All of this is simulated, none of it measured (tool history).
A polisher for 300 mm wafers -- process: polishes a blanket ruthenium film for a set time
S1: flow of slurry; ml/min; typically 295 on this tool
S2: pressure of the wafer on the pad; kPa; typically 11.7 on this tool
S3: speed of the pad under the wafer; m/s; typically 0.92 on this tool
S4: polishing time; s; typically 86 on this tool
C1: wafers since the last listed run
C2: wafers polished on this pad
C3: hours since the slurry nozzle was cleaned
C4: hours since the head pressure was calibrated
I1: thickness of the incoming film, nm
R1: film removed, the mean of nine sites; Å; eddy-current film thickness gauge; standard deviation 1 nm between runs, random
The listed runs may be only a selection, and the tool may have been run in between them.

| run | day | S1 | S2 | S3 | S4 | C1 | C2 | C3 | C4 | I1 | R1 |
|---|---|---|---|---|---|---|---|---|---|---|---|
| 1 | 0.000 | 295 | 11.7 | 0.76 | 73 | 0 | 1073 | 205.4 | 540.3 | 545.5 | 521 |
| 2 | 2.121 | 295 | 14.5 | 0.92 | 86 | 578 | 1651 | 256.3 | 591.2 | 543.3 | 850 |
| 3 | 5.646 | 295 | 14.5 | 0.92 | 86 | 961 | 2612 | 340.9 | 675.8 | 546.3 | 820 |
| 4 | 7.858 | 295 | 14.5 | 0.92 | 86 | 603 | 3216 | 394.0 | 728.9 | 542.0 | 809 |
| 5 | 12.004 | 295 | 9.0 | 0.92 | 75 | 1130 | 4346 | 493.5 | 828.4 | 540.8 | 432 |
| 6 | 15.483 | 295 | 9.7 | 0.92 | 86 | 948 | 5295 | 577.0 | 911.9 | 544.4 | 552 |
| 7 | 19.892 | 360 | 14.5 | 0.92 | 86 | 1202 | 6497 | 682.8 | 1017.7 | 534.2 | 815 |
|  | 21.033 | slurry nozzle cleaned |
| 8 | 23.517 | 295 | 11.7 | 0.92 | 86 | 977 | 7474 | 59.6 | 1104.7 | 547.4 | 644 |
| 9 | 25.421 | 295 | 13.8 | 0.92 | 86 | 519 | 7994 | 105.3 | 1150.4 | 537.4 | 756 |
|  | 27.983 | worn pad replaced by a new one |
|  | 29.238 | head pressure recalibrated |
| 10 | 29.517 | 295 | 13.8 | 0.92 | 86 | 1048 | 395 | 203.6 | 6.7 | 535.4 | 842 |
| 11 | 32.054 | 295 | 13.8 | 0.92 | 86 | 691 | 1087 | 264.5 | 67.6 | 546.8 | 796 |
| 12 | 35.608 | 295 | 11.7 | 0.92 | 86 | 969 | 2056 | 349.8 | 152.9 | 539.7 | 669 |
| 13 | 39.129 | 365 | 11.7 | 0.92 | 114 | 960 | 3016 | 434.3 | 237.4 | 538.3 | 889 |
| 14 | 43.133 | 295 | 11.7 | 0.92 | 86 | 1091 | 4108 | 530.4 | 333.5 | 544.6 | 646 |
| 15 | 47.071 | 210 | 9.7 | 1.16 | 86 | 1073 | 5182 | 624.9 | 428.0 | 536.7 | 599 |
| 16 | 48.796 | 295 | 11.7 | 0.92 | 86 | 470 | 5652 | 666.3 | 469.4 | 544.2 | 647 |
| 17 | 51.592 | 295 | 11.7 | 1.10 | 86 | 762 | 6415 | 733.4 | 536.5 | 544.3 | 721 |
|  | 53.233 | slurry nozzle cleaned |
| 18 | 55.796 | 210 | 14.5 | 0.82 | 76 | 1135 | 7550 | 61.5 | 637.4 | 533.1 | 628 |
| 19 | 60.104 | 390 | 13.8 | 0.62 | 71 | 1174 | 8725 | 164.9 | 740.8 | 539.5 | 512 |
|  | 61.162 | worn pad replaced by a new one |
| 20 | 62.954 | 265 | 11.7 | 1.22 | 86 | 731 | 488 | 233.3 | 809.2 | 542.5 | 860 |
| 21 | 65.662 | 295 | 11.7 | 0.92 | 86 | 738 | 1226 | 298.3 | 874.2 | 543.3 | 692 |
| 22 | 67.692 | 295 | 11.7 | 0.92 | 77 | 553 | 1780 | 347.0 | 922.9 | 536.5 | 624 |
| 23 | 71.850 | 205 | 11.7 | 0.92 | 86 | 1133 | 2914 | 446.8 | 1022.7 | 538.2 | 640 |
| 24 | 74.304 | 295 | 11.7 | 0.92 | 61 | 669 | 3583 | 505.7 | 1081.6 | 538.4 | 463 |
|  | 77.846 | head pressure recalibrated |
| 25 | 78.042 | 295 | 11.7 | 0.92 | 70 | 996 | 4579 | 595.4 | 4.7 | 532.3 | 544 |
| 26 | 82.138 | 295 | 10.3 | 0.92 | 110 | 1116 | 5696 | 693.7 | 103.0 | 550.9 | 738 |
| 27 | 86.571 | 340 | 11.7 | 0.92 | 86 | 1208 | 6905 | 800.1 | 209.4 | 540.6 | 654 |
|  | 87.688 | slurry nozzle cleaned |
|  | 87.917 | worn pad replaced by a new one |
| 28 | 89.746 | 225 | 10.3 | 0.92 | 86 | 809 | 499 | 49.4 | 285.6 | 538.0 | 585 |
| 29 | 93.104 | 230 | 10.3 | 1.20 | 95 | 915 | 1415 | 130.0 | 366.2 | 541.9 | 748 |
| 30 | 95.321 | 295 | 11.7 | 1.10 | 86 | 604 | 2019 | 183.2 | 419.4 | 531.8 | 738 |
| 31 | 98.617 | 295 | 7.6 | 0.92 | 99 | 898 | 2918 | 262.3 | 498.5 | 528.6 | 483 |
| 32 | 100.975 | 295 | 11.7 | 0.92 | 86 | 643 | 3561 | 318.9 | 555.1 | 535.7 | 643 |
| 33 | 103.854 | 295 | 7.6 | 0.92 | 105 | 785 | 4346 | 388.0 | 624.2 | 539.5 | 496 |
| 34 | 106.058 | 295 | 11.7 | 0.92 | 86 | 601 | 4947 | 440.9 | 677.1 | 546.3 | 648 |
| 35 | 107.979 | 295 | 11.7 | 0.92 | 86 | 523 | 5471 | 487.0 | 723.2 | 539.5 | 620 |
| 36 | 109.688 | 295 | 11.7 | 0.92 | 86 | 465 | 5937 | 528.0 | 764.2 | 542.1 | 635 |

For each entry between runs, how does the tool's hidden state at the last listed run before it compare with that at the first listed run after it?
After run 7, before run 8: slurry nozzle cleaned (day 21.033)
  removal rate lost through wear of the pad, %: 11.8 -> 12.2
  measured value less the no-hidden-state value, R1: -109 -> -90 Å
After run 9, before run 10: worn pad replaced by a new one (day 27.983); head pressure recalibrated (day 29.238)
  removal rate lost through wear of the pad, %: 12.3 -> 2.36
  measured value less the no-hidden-state value, R1: -106 -> -20 Å
After run 17, before run 18: slurry nozzle cleaned (day 53.233)
  removal rate lost through wear of the pad, %: 12 -> 12.4
  measured value less the no-hidden-state value, R1: -98 -> -89 Å
After run 19, before run 20: worn pad replaced by a new one (day 61.162)
  removal rate lost through wear of the pad, %: 12.7 -> 2.76
  measured value less the no-hidden-state value, R1: -74 -> -24 Å
After run 24, before run 25: head pressure recalibrated (day 77.846)
  removal rate lost through wear of the pad, %: 9.87 -> 10.9
  measured value less the no-hidden-state value, R1: -51 -> -67 Å
After run 27, before run 28: slurry nozzle cleaned (day 87.688); worn pad replaced by a new one (day 87.917)
  removal rate lost through wear of the pad, %: 12.3 -> 4.57
  measured value less the no-hidden-state value, R1: -92 -> -28 Å
